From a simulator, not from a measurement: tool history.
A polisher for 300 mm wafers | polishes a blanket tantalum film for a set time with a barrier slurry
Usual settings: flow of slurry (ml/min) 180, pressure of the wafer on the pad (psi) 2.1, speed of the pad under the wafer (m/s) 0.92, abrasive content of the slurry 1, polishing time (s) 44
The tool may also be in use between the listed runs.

run	day	flow of slurry (ml/min)	pressure of the wafer on the pad (psi)	speed of the pad under the wafer (m/s)	abrasive content of the slurry	polishing time (s)	wafers since the last listed run	wafers polished on this pad	hours since the slurry nozzle was cleaned	hours since the head pressure was calibrated	hours since the slurry blender was calibrated	incoming thickness of the incoming film, nm	film removed (Å)
1	0	180	2.1	0.92	1	44	0	763	347.5	1185.1	36.2	353.5	678
2	0.608	180	2.6	0.92	1	44	162	925	362.1	1199.7	50.8	346.9	807
# day 1.704: worn pad replaced by a new one
3	1.725	180	2.1	0.92	1	44	253	5	388.9	1226.5	77.6	351.8	696
# day 1.829: head pressure recalibrated
4	2.179	180	2.1	0.92	1	44	98	103	399.8	8.4	88.5	349.9	695
5	2.579	180	2.1	0.92	1	44	106	210	409.4	18	98.1	351.8	695
6	3.025	180	2.1	0.68	1	44	118	329	420.1	28.7	108.8	347.3	508
7	3.688	180	2.1	0.68	1	44	176	506	436	44.6	124.7	352.3	508
# day 3.821: slurry blender recalibrated
8	4.196	180	2.1	0.68	1	44	113	619	448.2	56.8	9	350	494
# day 4.671: slurry nozzle cleaned
9	4.692	180	1.9	0.92	1	36	121	740	0.5	68.7	20.9	351.4	497
10	5.383	135	1.6	0.64	1.3	44	184	924	17.1	85.3	37.5	342.6	383
11	5.954	180	2.3	1.16	1	33	152	1076	30.8	99	51.2	352.3	672
# day 7.196: worn pad replaced by a new one
12	7.717	180	2.1	1.08	1	44	425	138	73.1	141.3	93.5	350.8	802
13	8.146	215	1.9	1.12	0.8	44	114	252	83.4	151.6	103.8	349.4	706
14	8.679	180	2.1	0.92	1	44	142	395	96.2	164.4	116.6	350.2	692
# day 8.788: slurry blender recalibrated
15	9.054	215	2.7	0.92	1.1	58	77	472	105.2	173.4	6.4	346.5	1217
16	9.742	180	2.5	0.92	1.25	44	183	656	121.7	189.9	22.9	352.2	863
17	10.258	180	2.1	0.92	1	44	137	793	134.1	202.3	35.3	353.1	683
18	10.521	180	2.1	0.92	1	44	69	863	140.4	208.6	41.6	345.4	670
19	12.021	155	2.1	0.92	1	44	399	1263	176.4	244.6	77.6	350.4	639
# day 12.362: worn pad replaced by a new one
20	12.629	180	2.6	0.92	1.1	44	117	70	191	259.2	92.2	348.8	864
21	13.121	180	2.7	0.92	1	44	131	201	202.8	271	104	355.7	890
22	13.421	180	2.1	0.92	1	44	79	281	210	278.2	111.2	354.7	705
23	13.921	165	2.1	1.1	1	44	133	414	222	290.2	123.2	354	825
# day 14.571: slurry blender recalibrated
24	14.592	125	2.1	0.92	1	44	156	571	238.1	306.3	0.5	353.4	650
25	15.062	180	2.1	0.92	1	44	125	697	249.4	317.6	11.8	346.9	677
26	15.538	180	2.1	0.92	1	50	126	823	260.8	329	23.2	346.9	759
27	16.283	180	1.7	0.92	1	44	198	1022	278.7	346.9	41.1	352.4	549
28	16.546	135	2.7	0.92	1.2	52	69	1092	285	353.2	47.4	343.5	1017
29	16.962	180	2.1	0.92	1	44	111	1203	295	363.2	57.4	344.5	661

The same runs without the tool's hidden state, with the same run-to-run variation:
The hidden state here: removal rate lost through wear of the pad, %; slurry flow missing at the pad, %; deviation of the head's pressure from its setpoint, %; abrasive missing from the slurry, %.
run	film removed (Å)
1	699
2	841
3	704
4	704
5	705
6	516
7	520
8	509
9	515
10	402
11	714
12	802
13	708
14	696
15	1229
16	879
17	700
18	690
19	681
20	864
21	891
22	707
23	830
24	659
25	690
26	780
27	571
28	1065
29	700
